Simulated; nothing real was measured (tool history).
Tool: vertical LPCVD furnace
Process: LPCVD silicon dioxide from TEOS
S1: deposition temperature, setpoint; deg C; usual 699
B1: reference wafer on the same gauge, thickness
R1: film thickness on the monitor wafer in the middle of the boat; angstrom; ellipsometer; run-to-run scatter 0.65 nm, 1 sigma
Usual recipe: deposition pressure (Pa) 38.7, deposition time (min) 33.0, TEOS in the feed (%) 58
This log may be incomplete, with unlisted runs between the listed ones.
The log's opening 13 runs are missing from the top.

At day 26.654: thermocouples replaced and temperature profile calibrated.
At day 27.575: TEOS flow controller replaced.
Run 14, day 27.596: usual settings but deposition time (min) 29.5; B1 201.08. Result: R1 1841.0 angstrom.
Run 15, day 28.717: usual settings; B1 201.17. Result: R1 2050.6 angstrom.
At day 30.058: gauge calibrated.
Run 16, day 31.700: usual settings; B1 200.96. Result: R1 2047.7 angstrom.
At day 34.004: pressure gauge zeroed.
Run 17, day 34.083: usual settings but S1 711 deg C, deposition pressure (Pa) 33.3; B1 200.99. Result: R1 2554.0 angstrom.
Run 18, day 35.675: usual settings; B1 201.22. Result: R1 2091.4 angstrom.
Run 19, day 38.662: usual settings but deposition time (min) 28.5; B1 200.97. Result: R1 1793.0 angstrom.
Run 20, day 44.946: usual settings but deposition pressure (Pa) 31.3, TEOS in the feed (%) 52; B1 201.15. Result: R1 1759.7 angstrom.
Run 21, day 47.038: usual settings but S1 694 deg C; B1 201.06. Result: R1 1849.4 angstrom.
Run 22, day 49.371: usual settings but S1 695 deg C, deposition pressure (Pa) 35.3, deposition time (min) 24.5, TEOS in the feed (%) 69; B1 201.07. Result: R1 1464.7 angstrom.
Run 23, day 51.979: usual settings but S1 690 deg C, deposition time (min) 26.5, TEOS in the feed (%) 50; B1 200.96. Result: R1 1248.6 angstrom.
Run 24, day 55.612: usual settings but S1 693 deg C, deposition pressure (Pa) 29.3, deposition time (min) 41.0, TEOS in the feed (%) 51; B1 200.90. Result: R1 1829.8 angstrom.
Run 25, day 58.100: usual settings but S1 710 deg C, deposition pressure (Pa) 33.3, deposition time (min) 20.0, TEOS in the feed (%) 50; B1 200.97. Result: R1 1396.2 angstrom.
Run 26, day 60.246: usual settings but S1 709 deg C, deposition pressure (Pa) 47.3; B1 200.98. Result: R1 2899.1 angstrom.
Run 27, day 63.079: usual settings but S1 709 deg C, TEOS in the feed (%) 65; B1 201.27. Result: R1 2774.3 angstrom.
Run 28, day 65.512: usual settings but deposition time (min) 43.5, TEOS in the feed (%) 52; B1 200.89. Result: R1 2577.6 angstrom.
Run 29, day 66.988: usual settings but S1 707 deg C, deposition time (min) 28.5; B1 201.15. Result: R1 2157.3 angstrom.
Run 30, day 69.021: usual settings; B1 200.88. Result: R1 2076.6 angstrom.
Run 31, day 71.279: usual settings but S1 710 deg C, deposition pressure (Pa) 42.7, TEOS in the feed (%) 68; B1 201.08. Result: R1 3032.9 angstrom.

Each row is a separate what-if for the run after 31, all from the same tool condition, not one after another. Results?
Run A, day 71.438: usual settings; B1 ?. Result: R1 ?.
Run B, day 71.438: usual settings but TEOS in the feed (%) 49; B1 ?. Result: R1 ?.
Run C, day 71.438: usual settings but S1 692 deg C, TEOS in the feed (%) 51; B1 ?. Result: R1 ?.
Run D, day 71.438: usual settings but S1 687 deg C, deposition pressure (Pa) 33.3; B1 ?. Result: R1 ?.

run      B1      R1
  A  200.76  2067.4
  B  200.76  1900.2
  C  200.76  1645.0
  D  200.76  1444.1
What these runs would have given with no unlogged condition in the tool:
run      R1
  A  2069.3
  B  1902.0
  C  1646.3
  D  1447.4
